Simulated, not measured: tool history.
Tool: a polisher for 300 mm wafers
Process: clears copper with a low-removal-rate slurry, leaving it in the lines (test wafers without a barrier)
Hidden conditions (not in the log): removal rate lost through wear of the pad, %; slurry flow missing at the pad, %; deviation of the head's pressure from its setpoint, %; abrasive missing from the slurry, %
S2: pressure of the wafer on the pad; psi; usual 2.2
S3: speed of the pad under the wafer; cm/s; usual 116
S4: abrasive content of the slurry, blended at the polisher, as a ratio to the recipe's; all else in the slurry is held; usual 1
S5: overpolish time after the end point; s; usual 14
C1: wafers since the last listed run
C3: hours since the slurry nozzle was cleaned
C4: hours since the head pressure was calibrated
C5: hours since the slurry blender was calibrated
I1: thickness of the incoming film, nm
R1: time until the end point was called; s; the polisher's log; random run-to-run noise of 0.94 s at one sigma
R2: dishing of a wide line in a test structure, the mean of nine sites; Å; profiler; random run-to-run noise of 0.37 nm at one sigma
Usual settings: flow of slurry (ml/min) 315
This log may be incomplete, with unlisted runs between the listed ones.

{"run": 1, "hour": 0.0, "flow of slurry (ml/min)": 315, "S2": 1.9, "S3": 116, "S4": 1, "S5": 14, "C1": 0, "wafers polished on this pad": 1026, "C3": 7.4, "C4": 152.9, "C5": 124.2, "I1": 260.8, "R1": 105.2, "R2": 204}
{"run": 2, "hour": 18.9, "flow of slurry (ml/min)": 315, "S2": 1.9, "S3": 116, "S4": 1, "S5": 14, "C1": 85, "wafers polished on this pad": 1111, "C3": 26.3, "C4": 171.8, "C5": 143.1, "I1": 260.9, "R1": 105, "R2": 207}
{"hour": 35.3, "done": "slurry blender recalibrated"}
{"run": 3, "hour": 35.8, "flow of slurry (ml/min)": 315, "S2": 2.2, "S3": 116, "S4": 1, "S5": 14, "C1": 67, "wafers polished on this pad": 1178, "C3": 43.2, "C4": 188.7, "C5": 0.5, "I1": 258.6, "R1": 90.3, "R2": 236}
{"run": 4, "hour": 61.1, "flow of slurry (ml/min)": 315, "S2": 2.2, "S3": 116, "S4": 1, "S5": 14, "C1": 114, "wafers polished on this pad": 1293, "C3": 68.5, "C4": 214, "C5": 25.8, "I1": 262.1, "R1": 92.7, "R2": 234}
{"hour": 97.4, "done": "worn pad replaced by a new one"}
{"run": 5, "hour": 97.9, "flow of slurry (ml/min)": 315, "S2": 2.2, "S3": 116, "S4": 1, "S5": 14, "C1": 148, "wafers polished on this pad": 2, "C3": 105.3, "C4": 250.8, "C5": 62.6, "I1": 258.7, "R1": 89.9, "R2": 238}
{"run": 6, "hour": 129.4, "flow of slurry (ml/min)": 315, "S2": 2.2, "S3": 100, "S4": 1, "S5": 14, "C1": 142, "wafers polished on this pad": 144, "C3": 136.8, "C4": 282.3, "C5": 94.1, "I1": 261.5, "R1": 108.8, "R2": 211}
{"run": 7, "hour": 153.2, "flow of slurry (ml/min)": 315, "S2": 2.2, "S3": 100, "S4": 1, "S5": 14, "C1": 107, "wafers polished on this pad": 252, "C3": 160.6, "C4": 306.1, "C5": 117.9, "I1": 260.4, "R1": 106.3, "R2": 210}
{"hour": 191.0, "done": "slurry blender recalibrated"}
{"run": 8, "hour": 222.8, "flow of slurry (ml/min)": 315, "S2": 2.2, "S3": 100, "S4": 1, "S5": 14, "C1": 305, "wafers polished on this pad": 557, "C3": 230.2, "C4": 375.7, "C5": 31.8, "I1": 255.2, "R1": 103, "R2": 209}
{"run": 9, "hour": 240.5, "flow of slurry (ml/min)": 370, "S2": 2.2, "S3": 116, "S4": 1, "S5": 14, "C1": 79, "wafers polished on this pad": 637, "C3": 247.9, "C4": 393.4, "C5": 49.5, "I1": 264.1, "R1": 90.4, "R2": 240}
{"hour": 260.8, "done": "head pressure recalibrated"}
{"run": 10, "hour": 261.3, "flow of slurry (ml/min)": 370, "S2": 2.2, "S3": 116, "S4": 1, "S5": 14, "C1": 84, "wafers polished on this pad": 722, "C3": 268.7, "C4": 0.5, "C5": 70.3, "I1": 261.2, "R1": 89.8, "R2": 243}
{"run": 11, "hour": 283.6, "flow of slurry (ml/min)": 350, "S2": 2.2, "S3": 116, "S4": 1, "S5": 14, "C1": 100, "wafers polished on this pad": 822, "C3": 291, "C4": 22.8, "C5": 92.6, "I1": 258.4, "R1": 90.6, "R2": 238}
{"hour": 300.6, "done": "slurry nozzle cleaned"}
{"run": 12, "hour": 316.4, "flow of slurry (ml/min)": 315, "S2": 2.2, "S3": 116, "S4": 1, "S5": 14, "C1": 143, "wafers polished on this pad": 966, "C3": 15.8, "C4": 55.6, "C5": 125.4, "I1": 262.3, "R1": 91.8, "R2": 236}
{"run": 13, "hour": 331.7, "flow of slurry (ml/min)": 315, "S2": 2.2, "S3": 116, "S4": 1, "S5": 14, "C1": 69, "wafers polished on this pad": 1035, "C3": 31.1, "C4": 70.9, "C5": 140.7, "I1": 260.6, "R1": 92.2, "R2": 243}
{"hour": 346.0, "done": "slurry blender recalibrated"}
{"run": 14, "hour": 362.6, "flow of slurry (ml/min)": 315, "S2": 2.2, "S3": 116, "S4": 1, "S5": 14, "C1": 130, "wafers polished on this pad": 1165, "C3": 62, "C4": 101.8, "C5": 16.6, "I1": 254.9, "R1": 87.4, "R2": 236}
{"run": 15, "hour": 393.0, "flow of slurry (ml/min)": 315, "S2": 2.2, "S3": 116, "S4": 1, "S5": 17, "C1": 137, "wafers polished on this pad": 1303, "C3": 92.4, "C4": 132.2, "C5": 47, "I1": 256.8, "R1": 88, "R2": 279}
{"run": 16, "hour": 406.6, "flow of slurry (ml/min)": 315, "S2": 2.2, "S3": 104, "S4": 1, "S5": 14, "C1": 61, "wafers polished on this pad": 1364, "C3": 106, "C4": 145.8, "C5": 60.6, "I1": 259.2, "R1": 100.8, "R2": 214}
{"hour": 415.9, "done": "worn pad replaced by a new one"}
{"run": 17, "hour": 478.9, "flow of slurry (ml/min)": 315, "S2": 1.7, "S3": 116, "S4": 1, "S5": 9, "C1": 308, "wafers polished on this pad": 284, "C3": 178.3, "C4": 218.1, "C5": 132.9, "I1": 263.2, "R1": 120.2, "R2": 128}
{"run": 18, "hour": 498.1, "flow of slurry (ml/min)": 315, "S2": 2, "S3": 116, "S4": 1.15, "S5": 14, "C1": 86, "wafers polished on this pad": 370, "C3": 197.5, "C4": 237.3, "C5": 152.1, "I1": 259.8, "R1": 97.6, "R2": 220}
{"hour": 508.3, "done": "slurry blender recalibrated"}
{"run": 19, "hour": 520.1, "flow of slurry (ml/min)": 370, "S2": 2.2, "S3": 88, "S4": 0.75, "S5": 20, "C1": 90, "wafers polished on this pad": 461, "C3": 219.5, "C4": 259.3, "C5": 11.8, "I1": 263.5, "R1": 127.5, "R2": 248}
{"run": 20, "hour": 551.7, "flow of slurry (ml/min)": 345, "S2": 2.2, "S3": 116, "S4": 1, "S5": 14, "C1": 142, "wafers polished on this pad": 603, "C3": 251.1, "C4": 290.9, "C5": 43.4, "I1": 259.1, "R1": 89.4, "R2": 242}
{"run": 21, "hour": 582.0, "flow of slurry (ml/min)": 370, "S2": 2.2, "S3": 116, "S4": 1, "S5": 14, "C1": 136, "wafers polished on this pad": 740, "C3": 281.4, "C4": 321.2, "C5": 73.7, "I1": 260.8, "R1": 89.4, "R2": 244}

Branching from run 21: 4 alternative next runs. What would each branch give?
{"run": "A", "hour": 582.5, "flow of slurry (ml/min)": 315, "S2": 2.2, "S3": 116, "S4": 1, "S5": 14, "C1": 2, "wafers polished on this pad": 742, "C3": 281.9, "C4": 321.7, "C5": 74.2, "I1": 261.8, "R1": "?", "R2": "?"}
{"run": "B", "hour": 582.5, "flow of slurry (ml/min)": 315, "S2": 2.2, "S3": 116, "S4": 0.8, "S5": 14, "C1": 2, "wafers polished on this pad": 742, "C3": 281.9, "C4": 321.7, "C5": 74.2, "I1": 261.8, "R1": "?", "R2": "?"}
{"run": "C", "hour": 582.5, "flow of slurry (ml/min)": 415, "S2": 2.9, "S3": 116, "S4": 1, "S5": 14, "C1": 2, "wafers polished on this pad": 742, "C3": 281.9, "C4": 321.7, "C5": 74.2, "I1": 261.8, "R1": "?", "R2": "?"}
{"run": "D", "hour": 582.5, "flow of slurry (ml/min)": 315, "S2": 2, "S3": 90, "S4": 1, "S5": 14, "C1": 2, "wafers polished on this pad": 742, "C3": 281.9, "C4": 321.7, "C5": 74.2, "I1": 261.8, "R1": "?", "R2": "?"}

run=A R1=90.7 R2=232
run=B R1=94.5 R2=224
run=C R1=67.5 R2=302
run=D R1=128.6 R2=170
The same runs, with their run-to-run variation unchanged, on a tool lacking any hidden condition would have given:
run=A R1=90.7 R2=232
run=B R1=94.5 R2=224
run=C R1=67.5 R2=302
run=D R1=128.6 R2=170
